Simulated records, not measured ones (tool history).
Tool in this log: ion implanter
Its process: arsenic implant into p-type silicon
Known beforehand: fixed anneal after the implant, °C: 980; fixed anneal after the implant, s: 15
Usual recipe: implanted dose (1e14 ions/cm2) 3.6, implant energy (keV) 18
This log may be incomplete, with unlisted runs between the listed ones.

| run | day | implanted dose (1e14 ions/cm2) | implant energy (keV) | wafers since the last listed run | hours since the last dose calibration | hours since the extraction supply was calibrated | hours since the gauge calibration | read-back reference wafer on the same gauge, sheet resistance | sheet resistance of the implanted and annealed layer (ohm/square) |
|---|---|---|---|---|---|---|---|---|---|
| 1 | 0 | 2.85 | 18 | 0 | 67.1 | 5636.5 | 76.9 | 289 | 312.42 |
| 2 | 0.571 | 3.6 | 18 | 362 | 80.8 | 5650.2 | 90.6 | 289.03 | 261.3 |
| 3 | 1.208 | 3.6 | 18 | 404 | 96.1 | 5665.5 | 105.9 | 288.7 | 262.26 |
| 4 | 2.629 | 3.6 | 18 | 901 | 130.2 | 5699.6 | 140 | 289.31 | 261.01 |
| 5 | 3.812 | 2.98 | 14 | 751 | 158.6 | 5728 | 168.4 | 288.91 | 313.62 |
| 6 | 4.333 | 4.34 | 16.5 | 330 | 171.1 | 5740.5 | 180.9 | 289.06 | 233.45 |
| 7 | 5.088 | 4.34 | 16.5 | 478 | 189.2 | 5758.6 | 199 | 288.82 | 236.15 |
| 8 | 6.021 | 4.34 | 16.5 | 592 | 211.6 | 5781 | 221.4 | 289.08 | 232.98 |
| 9 | 6.779 | 3.6 | 16.5 | 481 | 229.8 | 5799.2 | 239.6 | 288.84 | 267.09 |
| 10 | 8.012 | 3.6 | 18 | 782 | 259.4 | 5828.8 | 269.2 | 288.92 | 266.2 |
| 11 | 9.142 | 2.81 | 18 | 716 | 286.5 | 5855.9 | 296.3 | 288.86 | 322.62 |
| 12 | 12.862 | 2.81 | 18 | 2361 | 375.8 | 5945.2 | 385.6 | 289.07 | 322.99 |
| 13 | 14.004 | 3.6 | 18 | 724 | 403.2 | 5972.6 | 413 | 288.53 | 266.23 |
| 14 | 14.933 | 3.6 | 18 | 589 | 425.5 | 5994.9 | 435.3 | 288.79 | 269.77 |
| 15 | 16.288 | 3.6 | 21 | 859 | 458 | 6027.4 | 467.8 | 288.75 | 263.1 |
| 16 | 17.275 | 3.6 | 21 | 626 | 481.7 | 6051.1 | 491.5 | 288.41 | 266.16 |
| 17 | 18.267 | 3.6 | 15 | 629 | 505.5 | 6074.9 | 515.3 | 288.96 | 277.58 |
|  | 19.492 | extraction supply calibrated |
| 18 | 19.512 | 3.25 | 15 | 579 | 535.4 | 0.5 | 545.2 | 289.39 | 297.89 |
| 19 | 20.233 | 3.22 | 22.5 | 457 | 552.7 | 17.8 | 562.5 | 288.84 | 284.45 |
| 20 | 21.296 | 3.6 | 15.5 | 674 | 578.2 | 43.3 | 588 | 288.64 | 275.77 |
|  | 21.338 | gauge calibrated |
| 21 | 22.296 | 4.08 | 22.5 | 634 | 602.2 | 67.3 | 23 | 289.45 | 237.77 |
| 22 | 26.529 | 2.85 | 23.5 | 2687 | 703.8 | 168.9 | 124.6 | 288.84 | 308.2 |
| 23 | 27.946 | 3.6 | 18 | 899 | 737.8 | 202.9 | 158.6 | 288.94 | 268.98 |
| 24 | 29.25 | 2.94 | 18 | 827 | 769.1 | 234.2 | 189.9 | 289.59 | 313.64 |
|  | 30.133 | Faraday cup replaced and dose calibrated |
| 25 | 30.662 | 4.4 | 14.5 | 685 | 12.7 | 268.1 | 223.8 | 289.41 | 232.67 |
| 26 | 31.346 | 4.55 | 22.5 | 433 | 29.1 | 284.5 | 240.2 | 288.84 | 214.5 |
| 27 | 32.992 | 3.6 | 18 | 1044 | 68.6 | 324 | 279.7 | 289.24 | 266.76 |
| 28 | 33.583 | 3.6 | 18 | 375 | 82.8 | 338.2 | 293.9 | 288.81 | 262.38 |
| 29 | 35.033 | 3.6 | 12.5 | 920 | 117.6 | 373 | 328.7 | 288.88 | 274.3 |
| 30 | 36.388 | 4.53 | 15.5 | 859 | 150.1 | 405.5 | 361.2 | 289.14 | 228.5 |
| 31 | 37.808 | 3.6 | 22 | 901 | 184.2 | 439.6 | 395.3 | 289.28 | 258.74 |
| 32 | 39.112 | 3.94 | 23 | 827 | 215.5 | 470.9 | 426.6 | 288.98 | 239.25 |

The tool's hidden state at each run:
deviation of the true energy from its setpoint, %: 0 across all the runs
gauge reads high (%): 0 across all the runs
H1: deviation of the true dose from the Faraday cup's reading, %
| run | H1 |
|---|---|
| 1 | -0.216 |
| 2 | -0.442 |
| 3 | -0.678 |
| 4 | -1.15 |
| 5 | -1.5 |
| 6 | -1.64 |
| 7 | -1.83 |
| 8 | -2.04 |
| 9 | -2.2 |
| 10 | -2.43 |
| 11 | -2.62 |
| 12 | -3.11 |
| 13 | -3.23 |
| 14 | -3.31 |
| 15 | -3.43 |
| 16 | -3.5 |
| 17 | -3.56 |
| 18 | -3.63 |
| 19 | -3.67 |
| 20 | -3.72 |
| 21 | -3.77 |
| 22 | -3.91 |
| 23 | -3.94 |
| 24 | -3.97 |
| 25 | -0.289 |
| 26 | -0.627 |
| 27 | -1.35 |
| 28 | -1.58 |
| 29 | -2.1 |
| 30 | -2.51 |
| 31 | -2.89 |
| 32 | -3.19 |

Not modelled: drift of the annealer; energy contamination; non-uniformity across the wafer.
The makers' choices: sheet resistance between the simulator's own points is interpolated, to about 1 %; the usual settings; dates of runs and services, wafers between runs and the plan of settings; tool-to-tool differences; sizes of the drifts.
